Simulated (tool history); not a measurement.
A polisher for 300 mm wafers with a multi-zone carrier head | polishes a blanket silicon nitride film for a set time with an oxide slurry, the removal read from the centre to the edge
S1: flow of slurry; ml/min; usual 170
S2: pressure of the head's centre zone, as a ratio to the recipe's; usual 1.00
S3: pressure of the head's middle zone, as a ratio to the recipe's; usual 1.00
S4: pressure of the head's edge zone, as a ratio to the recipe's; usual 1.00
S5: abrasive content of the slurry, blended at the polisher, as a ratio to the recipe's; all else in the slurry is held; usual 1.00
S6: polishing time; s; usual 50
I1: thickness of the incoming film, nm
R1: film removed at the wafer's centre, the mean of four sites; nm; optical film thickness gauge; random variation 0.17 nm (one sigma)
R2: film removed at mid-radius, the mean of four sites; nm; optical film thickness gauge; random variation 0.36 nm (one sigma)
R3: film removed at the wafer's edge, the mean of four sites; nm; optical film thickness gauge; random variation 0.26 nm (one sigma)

run 1 day=0.000 | S1=125 S2=1.00 S3=1.00 S4=1.00 S5=1.00 S6=50 | I1=351.0 | R1=21.8 R2=22.3 R3=21.4
-- day=0.375 worn pad replaced by a new one
run 2 day=0.842 | S1=125 S2=1.00 S3=1.00 S4=1.00 S5=1.00 S6=50 | I1=351.0 | R1=23.0 R2=24.3 R3=23.0
run 3 day=1.367 | S1=170 S2=1.00 S3=0.93 S4=1.00 S5=1.00 S6=50 | I1=350.5 | R1=23.7 R2=22.4 R3=23.8
run 4 day=2.521 | S1=170 S2=1.00 S3=0.93 S4=1.00 S5=1.00 S6=50 | I1=355.4 | R1=22.6 R2=22.0 R3=22.5
run 5 day=3.088 | S1=170 S2=1.00 S3=1.00 S4=1.03 S5=1.00 S6=50 | I1=356.8 | R1=22.0 R2=22.5 R3=22.2
-- day=3.262 worn pad replaced by a new one
run 6 day=3.721 | S1=170 S2=1.00 S3=1.00 S4=1.03 S5=1.00 S6=50 | I1=347.5 | R1=24.2 R2=25.0 R3=24.2
run 7 day=4.271 | S1=170 S2=1.00 S3=1.00 S4=1.00 S5=1.00 S6=50 | I1=353.1 | R1=23.8 R2=25.2 R3=23.5
-- day=6.033 worn pad replaced by a new one
run 8 day=7.150 | S1=140 S2=1.00 S3=1.00 S4=1.00 S5=0.80 S6=43 | I1=351.5 | R1=17.6 R2=18.7 R3=17.8
-- day=8.512 worn pad replaced by a new one, of another model than before
run 9 day=8.571 | S1=170 S2=1.00 S3=1.09 S4=1.06 S5=0.80 S6=36 | I1=346.9 | R1=15.6 R2=17.1 R3=15.9
run 10 day=9.092 | S1=210 S2=1.09 S3=1.00 S4=1.00 S5=1.00 S6=59 | I1=351.6 | R1=32.0 R2=31.1 R3=29.0
-- day=9.600 edge zone pressure recalibrated
-- day=9.712 centre zone pressure recalibrated
-- day=9.967 slurry nozzle cleaned
run 11 day=10.125 | S1=170 S2=1.00 S3=1.00 S4=1.00 S5=1.00 S6=55 | I1=352.4 | R1=25.9 R2=26.6 R3=25.7
-- day=10.800 carrier head's membrane replaced by a new one
-- day=11.179 worn pad replaced by a new one
run 12 day=11.267 | S1=145 S2=0.96 S3=1.00 S4=0.93 S5=1.00 S6=50 | I1=346.2 | R1=22.6 R2=24.7 R3=23.6
run 13 day=12.454 | S1=170 S2=1.00 S3=1.00 S4=1.00 S5=1.00 S6=50 | I1=345.0 | R1=23.8 R2=24.6 R3=23.5
-- day=13.538 worn pad replaced by a new one
run 14 day=13.754 | S1=170 S2=1.00 S3=0.93 S4=1.00 S5=1.00 S6=50 | I1=347.4 | R1=24.2 R2=23.4 R3=24.0

Measured less the same run without the tool's hidden state. The same run-to-run variation is in both; the gauge's scatter may not be:
The hidden state here: removal rate lost through wear of the pad, %; slurry flow missing at the pad, %; deviation of the centre zone's pressure from its setpoint, %; deviation of the edge zone's pressure from its setpoint, %.
run=1 R1=-1.9 R2=-2.0 R3=-1.9
run=2 R1=-0.3 R2=-0.3 R3=-0.4
run=3 R1=-0.5 R2=-0.5 R3=-0.6
run=4 R1=-1.6 R2=-1.5 R3=-1.6
run=5 R1=-2.4 R2=-2.5 R3=-2.4
run=6 R1=-0.2 R2=-0.3 R3=-0.2
run=7 R1=-0.5 R2=-0.5 R3=-0.5
run=8 R1=-0.5 R2=-0.5 R3=-0.5
run=9 R1=+0.0 R2=+0.0 R3=+0.0
run=10 R1=-0.2 R2=-0.1 R3=-0.2
run=11 R1=-0.9 R2=-0.8 R3=-0.9
run=12 R1=-0.2 R2=-0.2 R3=-0.1
run=13 R1=-0.6 R2=-0.7 R3=-0.6
run=14 R1=-0.1 R2=-0.1 R3=-0.1

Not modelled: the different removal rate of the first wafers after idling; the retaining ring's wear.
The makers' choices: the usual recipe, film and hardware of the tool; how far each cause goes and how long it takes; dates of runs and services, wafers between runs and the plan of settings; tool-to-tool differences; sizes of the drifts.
